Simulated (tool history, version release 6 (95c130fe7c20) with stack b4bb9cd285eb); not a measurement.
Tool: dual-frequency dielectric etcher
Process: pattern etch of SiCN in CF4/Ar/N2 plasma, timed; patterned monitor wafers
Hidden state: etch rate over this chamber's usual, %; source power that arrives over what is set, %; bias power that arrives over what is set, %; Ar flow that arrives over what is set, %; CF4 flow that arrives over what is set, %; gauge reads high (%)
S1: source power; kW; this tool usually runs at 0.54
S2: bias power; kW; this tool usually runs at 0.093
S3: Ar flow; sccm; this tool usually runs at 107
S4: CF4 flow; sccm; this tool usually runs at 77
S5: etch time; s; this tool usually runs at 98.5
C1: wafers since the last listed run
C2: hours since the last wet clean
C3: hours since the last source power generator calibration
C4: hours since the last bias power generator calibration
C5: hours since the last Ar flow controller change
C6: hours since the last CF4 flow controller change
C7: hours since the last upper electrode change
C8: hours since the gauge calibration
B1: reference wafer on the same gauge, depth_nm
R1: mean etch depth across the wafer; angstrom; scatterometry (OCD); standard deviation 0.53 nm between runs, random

| run | hour | S1 | S2 | S3 | S4 | S5 | C1 | C2 | C3 | C4 | C5 | C6 | C7 | C8 | B1 | R1 |
|---|---|---|---|---|---|---|---|---|---|---|---|---|---|---|---|---|
| 1 | 0 | 0.47 | 0.093 | 107 | 77 | 98.5 | 0 | 65.1 | 499.3 | 2840.4 | 946.8 | 604.4 | 725.4 | 2778.5 | 89.2 | 871 |
| 2 | 68.2 | 0.54 | 0.093 | 107 | 77 | 98.5 | 859 | 133.3 | 567.5 | 2908.6 | 1015 | 672.6 | 793.6 | 2846.7 | 89.3 | 987 |
| 3 | 126 | 0.59 | 0.093 | 125 | 77 | 98.5 | 728 | 191.1 | 625.3 | 2966.4 | 1072.8 | 730.4 | 851.4 | 2904.5 | 89.3 | 1035 |
|  | 146.2 | gauge calibrated |
| 4 | 165.3 | 0.54 | 0.093 | 107 | 77 | 98.5 | 495 | 230.4 | 664.6 | 3005.7 | 1112.1 | 769.7 | 890.7 | 19.1 | 89.3 | 986 |
| 5 | 256.8 | 0.5 | 0.093 | 107 | 77 | 87 | 1153 | 321.9 | 756.1 | 3097.2 | 1203.6 | 861.2 | 982.2 | 110.6 | 89.3 | 817 |
| 6 | 295.9 | 0.54 | 0.093 | 107 | 77 | 98.5 | 492 | 361 | 795.2 | 3136.3 | 1242.7 | 900.3 | 1021.3 | 149.7 | 89.3 | 979 |
| 7 | 344.3 | 0.54 | 0.093 | 107 | 77 | 121 | 610 | 409.4 | 843.6 | 3184.7 | 1291.1 | 948.7 | 1069.7 | 198.1 | 89.2 | 1209 |
| 8 | 448.8 | 0.59 | 0.11 | 92 | 91 | 98.5 | 1317 | 513.9 | 948.1 | 3289.2 | 1395.6 | 1053.2 | 1174.2 | 302.6 | 89.4 | 1188 |
| 9 | 555.9 | 0.42 | 0.103 | 107 | 85 | 98.5 | 1350 | 621 | 1055.2 | 3396.3 | 1502.7 | 1160.3 | 1281.3 | 409.7 | 89.3 | 824 |
|  | 567.7 | bias power generator calibrated |
| 10 | 651.7 | 0.43 | 0.093 | 107 | 77 | 98.5 | 1157 | 716.8 | 1151 | 84 | 1598.5 | 1256.1 | 1377.1 | 505.5 | 89.3 | 788 |
|  | 720.3 | wet clean of the chamber |
| 11 | 754.8 | 0.54 | 0.102 | 125 | 93 | 119 | 997 | 34.5 | 1254.1 | 187.1 | 1701.6 | 1359.2 | 1480.2 | 608.6 | 89.2 | 1211 |
| 12 | 808.7 | 0.63 | 0.093 | 107 | 91 | 78.5 | 679 | 88.4 | 1308 | 241 | 1755.5 | 1413.1 | 1534.1 | 662.5 | 89.2 | 896 |
| 13 | 873.7 | 0.54 | 0.093 | 90 | 77 | 79 | 819 | 153.4 | 1373 | 306 | 1820.5 | 1478.1 | 1599.1 | 727.5 | 89.3 | 799 |
| 14 | 973.7 | 0.54 | 0.093 | 125 | 83 | 98.5 | 1260 | 253.4 | 1473 | 406 | 1920.5 | 1578.1 | 1699.1 | 827.5 | 89.3 | 960 |
| 15 | 1018.5 | 0.43 | 0.093 | 107 | 77 | 98.5 | 564 | 298.2 | 1517.8 | 450.8 | 1965.3 | 1622.9 | 1743.9 | 872.3 | 89.3 | 796 |
| 16 | 1058.5 | 0.54 | 0.093 | 98 | 77 | 86.5 | 504 | 338.2 | 1557.8 | 490.8 | 2005.3 | 1662.9 | 1783.9 | 912.3 | 89.2 | 862 |
| 17 | 1163.9 | 0.46 | 0.112 | 128 | 77 | 98.5 | 1328 | 443.6 | 1663.2 | 596.2 | 2110.7 | 1768.3 | 1889.3 | 1017.7 | 89.3 | 895 |
| 18 | 1270.1 | 0.54 | 0.083 | 127 | 62 | 76 | 1338 | 549.8 | 1769.4 | 702.4 | 2216.9 | 1874.5 | 1995.5 | 1123.9 | 89.4 | 688 |
|  | 1324.8 | wet clean of the chamber |
| 19 | 1325.3 | 0.54 | 0.093 | 107 | 58 | 98.5 | 393 | 0.5 | 1824.6 | 757.6 | 2272.1 | 1929.7 | 2050.7 | 1179.1 | 89.2 | 945 |
| 20 | 1422.3 | 0.42 | 0.093 | 131 | 77 | 98.5 | 1222 | 97.5 | 1921.6 | 854.6 | 2369.1 | 2026.7 | 2147.7 | 1276.1 | 89.2 | 757 |

Each row is a separate what-if for the run after 20, all from the same tool condition, not one after another. Results?
| A | 1422.7 | 0.54 | 0.093 | 107 | 77 | 98.5 | 5 | 97.9 | 1922 | 855 | 2369.5 | 2027.1 | 2148.1 | 1276.5 | ? | ? |
| B | 1422.7 | 0.54 | 0.109 | 107 | 96 | 98.5 | 5 | 97.9 | 1922 | 855 | 2369.5 | 2027.1 | 2148.1 | 1276.5 | ? | ? |
| C | 1422.7 | 0.44 | 0.093 | 133 | 85 | 98.5 | 5 | 97.9 | 1922 | 855 | 2369.5 | 2027.1 | 2148.1 | 1276.5 | ? | ? |
| D | 1422.7 | 0.54 | 0.093 | 107 | 93 | 98.5 | 5 | 97.9 | 1922 | 855 | 2369.5 | 2027.1 | 2148.1 | 1276.5 | ? | ? |
| E | 1422.7 | 0.44 | 0.093 | 107 | 77 | 98.5 | 5 | 97.9 | 1922 | 855 | 2369.5 | 2027.1 | 2148.1 | 1276.5 | ? | ? |

| run | B1 | R1 |
|---|---|---|
| A | 89.3 | 973 |
| B | 89.3 | 1060 |
| C | 89.3 | 791 |
| D | 89.3 | 988 |
| E | 89.3 | 812 |
Stripped of hidden state, with their random variation kept, the same runs would have yielded:
| run | R1 |
|---|---|
| A | 967 |
| B | 1053 |
| C | 786 |
| D | 982 |
| E | 807 |

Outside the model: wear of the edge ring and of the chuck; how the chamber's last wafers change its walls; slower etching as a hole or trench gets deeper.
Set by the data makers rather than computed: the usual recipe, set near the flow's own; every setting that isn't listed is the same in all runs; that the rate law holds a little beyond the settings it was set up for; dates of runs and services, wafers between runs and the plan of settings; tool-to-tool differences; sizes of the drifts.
